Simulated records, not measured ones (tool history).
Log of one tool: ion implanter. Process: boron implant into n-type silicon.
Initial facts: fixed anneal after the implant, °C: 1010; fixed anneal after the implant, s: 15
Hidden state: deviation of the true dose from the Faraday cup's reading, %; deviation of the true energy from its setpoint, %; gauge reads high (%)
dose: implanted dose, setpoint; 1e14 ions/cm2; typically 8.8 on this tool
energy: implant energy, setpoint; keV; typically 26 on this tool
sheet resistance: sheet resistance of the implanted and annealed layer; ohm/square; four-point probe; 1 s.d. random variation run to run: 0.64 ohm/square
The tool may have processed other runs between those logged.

run,hour,dose,energy,wafers since the last listed run,hours since the last dose calibration,hours since the extraction supply was calibrated,hours since the gauge calibration,"read-back reference wafer on the same gauge, sheet resistance",sheet resistance
1,0,6.91,26,0,473.8,3866.3,231.6,109.01,167.73
# hour 15.8: Faraday cup replaced and dose calibrated
2,16.3,6.91,26,105,0.5,3882.6,247.9,109.03,162.13
3,95.2,6.91,26,1000,79.4,3961.5,326.8,108.91,161.8
4,110.8,8.8,22.5,197,95,3977.1,342.4,108.95,133.73
5,123.6,8.8,22.5,162,107.8,3989.9,355.2,109.14,133.95
6,160.4,8.8,26,466,144.6,4026.7,392,109.02,133.21
7,196.1,8.8,26,452,180.3,4062.4,427.7,108.97,132.61
8,227.1,8.8,26,392,211.3,4093.4,458.7,109.09,132.92
9,259.8,8.8,26,414,244,4126.1,491.4,109.01,133.02
10,289.3,10.76,30,373,273.5,4155.6,520.9,109.15,110.94
11,307,10.76,30,224,291.2,4173.3,538.6,109.04,111.88
# hour 307.1: gauge calibrated
12,341.1,8.8,26,432,325.3,4207.4,34,109.01,134.35
13,363.6,8.8,26,285,347.8,4229.9,56.5,109.03,134.84
14,399.3,7.74,26,452,383.5,4265.6,92.2,109.01,151.33
15,423.7,8.8,26,309,407.9,4290,116.6,109.06,134.7
16,451.2,8.8,33.5,348,435.4,4317.5,144.1,108.96,131.48
17,465.5,6.97,29.5,181,449.7,4331.8,158.4,108.96,165.01
# hour 481.3: Faraday cup replaced and dose calibrated
18,485.2,10.01,22.5,148,3.9,4351.5,178.1,108.89,119.4
19,504.7,8.8,33,247,23.4,4371,197.6,109,129.58
20,521.5,8.8,26,212,40.2,4387.8,214.4,108.91,131.95

For run 21, what comes out?
21,546.3,9.88,20,314,65,4412.6,239.2,?,?

Run 21 gave read-back reference wafer on the same gauge, sheet resistance 109.03, sheet resistance 122.39 ohm/square.
Were there no unlogged condition in the tool, this run, its random variation unchanged, would have produced sheet resistance 121.87 ohm/square.
